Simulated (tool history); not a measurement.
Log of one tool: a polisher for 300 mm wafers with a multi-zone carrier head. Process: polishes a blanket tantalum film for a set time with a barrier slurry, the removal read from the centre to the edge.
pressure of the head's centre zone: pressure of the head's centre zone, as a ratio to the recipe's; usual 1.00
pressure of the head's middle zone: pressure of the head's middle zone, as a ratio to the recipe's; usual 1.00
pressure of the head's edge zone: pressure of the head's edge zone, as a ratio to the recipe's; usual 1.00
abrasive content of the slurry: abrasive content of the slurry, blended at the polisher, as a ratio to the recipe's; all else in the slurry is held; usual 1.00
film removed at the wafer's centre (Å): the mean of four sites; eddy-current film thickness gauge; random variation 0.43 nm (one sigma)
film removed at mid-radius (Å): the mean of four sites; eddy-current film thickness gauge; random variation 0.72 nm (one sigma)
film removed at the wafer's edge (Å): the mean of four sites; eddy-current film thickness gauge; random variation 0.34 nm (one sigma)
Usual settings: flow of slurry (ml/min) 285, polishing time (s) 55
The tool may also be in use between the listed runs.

run,hour,flow of slurry (ml/min),pressure of the head's centre zone,pressure of the head's middle zone,pressure of the head's edge zone,abrasive content of the slurry,polishing time (s),"incoming thickness of the incoming film, nm",film removed at the wafer's centre (Å),film removed at mid-radius (Å),film removed at the wafer's edge (Å)
1,0.0,360,1.00,1.09,1.00,1.00,55,389.0,562,542,529
# hour 63.9: worn pad replaced by a new one
2,66.8,285,1.00,1.00,1.00,1.00,41,392.6,401,357,386
# hour 75.8: slurry nozzle cleaned
3,98.3,255,1.00,1.09,1.00,0.75,68,391.3,655,646,616
# hour 144.1: centre zone pressure recalibrated
4,152.5,285,1.00,1.00,1.00,1.00,55,394.1,525,519,542
5,193.4,185,1.00,1.00,0.93,1.00,72,395.2,652,653,661
6,243.6,220,1.00,1.00,1.00,1.00,55,387.4,513,517,527
7,278.0,285,1.06,1.00,1.00,1.00,44,393.5,451,402,432
# hour 306.0: carrier head's membrane replaced by a new one
# hour 335.3: edge zone pressure recalibrated
8,343.3,285,1.00,1.00,1.00,1.00,55,391.1,541,512,538
9,406.1,285,1.08,0.92,1.00,1.25,55,386.2,611,497,562
10,464.1,210,1.00,1.08,1.00,1.00,55,387.6,516,526,519
# hour 468.6: worn pad replaced by a new one
11,500.1,285,1.00,1.00,1.00,1.25,55,393.2,563,523,555
12,569.1,285,1.04,1.00,1.07,1.10,64,386.7,663,592,651
13,597.1,285,1.00,1.00,1.00,1.20,50,387.2,510,475,504
14,664.3,285,0.97,1.00,1.00,1.00,37,388.0,346,328,354
15,726.8,285,1.00,1.00,1.00,1.00,55,394.8,544,496,516
# hour 760.8: slurry nozzle cleaned
16,792.7,285,1.00,1.00,1.00,1.00,55,393.7,563,520,541
17,835.4,285,1.00,1.00,1.00,1.00,65,384.0,675,614,634
18,876.1,285,1.09,0.92,1.00,1.00,55,387.5,627,473,541
19,906.2,285,1.00,1.00,1.00,1.00,55,390.8,575,524,541
# hour 925.0: centre zone pressure recalibrated
# hour 930.5: carrier head's membrane replaced by a new one
20,933.7,285,1.00,1.00,1.00,1.00,55,395.1,523,508,535
# hour 964.1: worn pad replaced by a new one
21,969.4,285,1.00,1.00,1.00,1.00,55,387.0,522,515,541
# hour 987.0: edge zone pressure recalibrated
22,1002.3,285,0.93,0.91,1.05,1.00,70,396.1,620,588,696

3 ways to go on from here, each from the tool as it stands after run 22. What would each give?
A,1002.7,285,1.08,1.00,1.00,1.00,55,388.8,?,?,?
B,1002.7,255,1.00,0.90,1.00,0.80,71,388.8,?,?,?
C,1002.7,185,1.00,1.00,1.00,1.00,55,388.8,?,?,?

run,film removed at the wafer's centre (Å),film removed at mid-radius (Å),film removed at the wafer's edge (Å)
A,560,515,540
B,626,572,656
C,490,490,520
Without the tool's hidden state the same runs would have given:
run,film removed at the wafer's centre (Å),film removed at mid-radius (Å),film removed at the wafer's edge (Å)
A,571,524,547
B,639,582,666
C,503,502,529
